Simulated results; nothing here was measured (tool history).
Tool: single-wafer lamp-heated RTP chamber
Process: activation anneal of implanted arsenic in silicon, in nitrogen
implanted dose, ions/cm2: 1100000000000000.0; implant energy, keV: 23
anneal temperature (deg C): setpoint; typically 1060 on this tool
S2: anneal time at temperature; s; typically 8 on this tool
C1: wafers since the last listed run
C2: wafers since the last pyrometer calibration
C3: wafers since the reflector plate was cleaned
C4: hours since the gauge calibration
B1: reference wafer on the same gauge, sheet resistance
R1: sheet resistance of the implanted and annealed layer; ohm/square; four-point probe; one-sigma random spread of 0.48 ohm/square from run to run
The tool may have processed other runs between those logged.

{"run": 1, "day": 0.0, "anneal temperature (deg C)": 1060, "S2": 8, "C1": 0, "C2": 1972, "C3": 5757, "C4": 2195.3, "B1": 143.96, "R1": 122.97}
{"run": 2, "day": 2.688, "anneal temperature (deg C)": 1081, "S2": 8, "C1": 1096, "C2": 3069, "C3": 6854, "C4": 2259.8, "B1": 144.06, "R1": 119.48}
{"run": 3, "day": 4.575, "anneal temperature (deg C)": 1081, "S2": 8, "C1": 769, "C2": 3839, "C3": 7623, "C4": 2305.1, "B1": 144, "R1": 119.45}
{"run": 4, "day": 8.5, "anneal temperature (deg C)": 1060, "S2": 12, "C1": 1601, "C2": 5440, "C3": 9225, "C4": 2399.3, "B1": 143.77, "R1": 118.47}
{"day": 9.283, "done": "reflector plate cleaned"}
{"run": 5, "day": 10.533, "anneal temperature (deg C)": 1060, "S2": 12, "C1": 693, "C2": 6133, "C3": 510, "C4": 2448.1, "B1": 144.06, "R1": 119.87}
{"run": 6, "day": 13.542, "anneal temperature (deg C)": 1060, "S2": 12, "C1": 1227, "C2": 7360, "C3": 1737, "C4": 2520.3, "B1": 143.76, "R1": 119.74}
{"run": 7, "day": 17.058, "anneal temperature (deg C)": 1060, "S2": 8, "C1": 1434, "C2": 8795, "C3": 3172, "C4": 2604.7, "B1": 144.02, "R1": 124.14}
{"day": 17.638, "done": "pyrometer window cleaned and pyrometer calibrated"}
{"run": 8, "day": 20.746, "anneal temperature (deg C)": 1060, "S2": 8, "C1": 1368, "C2": 1268, "C3": 4540, "C4": 2693.2, "B1": 144, "R1": 123.71}
{"run": 9, "day": 22.338, "anneal temperature (deg C)": 1060, "S2": 8, "C1": 649, "C2": 1917, "C3": 5189, "C4": 2731.4, "B1": 143.91, "R1": 123.7}
{"run": 10, "day": 25.8, "anneal temperature (deg C)": 1060, "S2": 8, "C1": 1412, "C2": 3330, "C3": 6602, "C4": 2814.5, "B1": 143.92, "R1": 123.32}
{"run": 11, "day": 29.529, "anneal temperature (deg C)": 1060, "S2": 8, "C1": 1521, "C2": 4851, "C3": 8123, "C4": 2904, "B1": 143.89, "R1": 123.28}
{"run": 12, "day": 32.092, "anneal temperature (deg C)": 1060, "S2": 8, "C1": 1045, "C2": 5896, "C3": 9168, "C4": 2965.5, "B1": 143.96, "R1": 123.13}
{"day": 33.446, "done": "reflector plate cleaned"}
{"day": 34.129, "done": "gauge calibrated"}
{"run": 13, "day": 34.942, "anneal temperature (deg C)": 1060, "S2": 8, "C1": 1026, "C2": 6923, "C3": 609, "C4": 19.5, "B1": 143.94, "R1": 124.21}
{"run": 14, "day": 37.662, "anneal temperature (deg C)": 1060, "S2": 8, "C1": 1109, "C2": 8033, "C3": 1719, "C4": 84.8, "B1": 143.97, "R1": 123.87}
{"day": 38.417, "done": "pyrometer window cleaned and pyrometer calibrated"}
{"run": 15, "day": 40.933, "anneal temperature (deg C)": 1081, "S2": 12, "C1": 1198, "C2": 1027, "C3": 2917, "C4": 163.3, "B1": 143.89, "R1": 115.89}

Run 16, settings as shown, results not yet in. Your forecast:
{"run": 16, "day": 44.667, "anneal temperature (deg C)": 1033, "S2": 11, "C1": 1522, "C2": 2549, "C3": 4440, "C4": 252.9, "B1": "?", "R1": "?"}

Run 16 came out at B1 144.08, R1 126.69 ohm/square.
Were there no unlogged condition in the tool, this run, its random variation unchanged, would have produced R1 127.7 ohm/square.
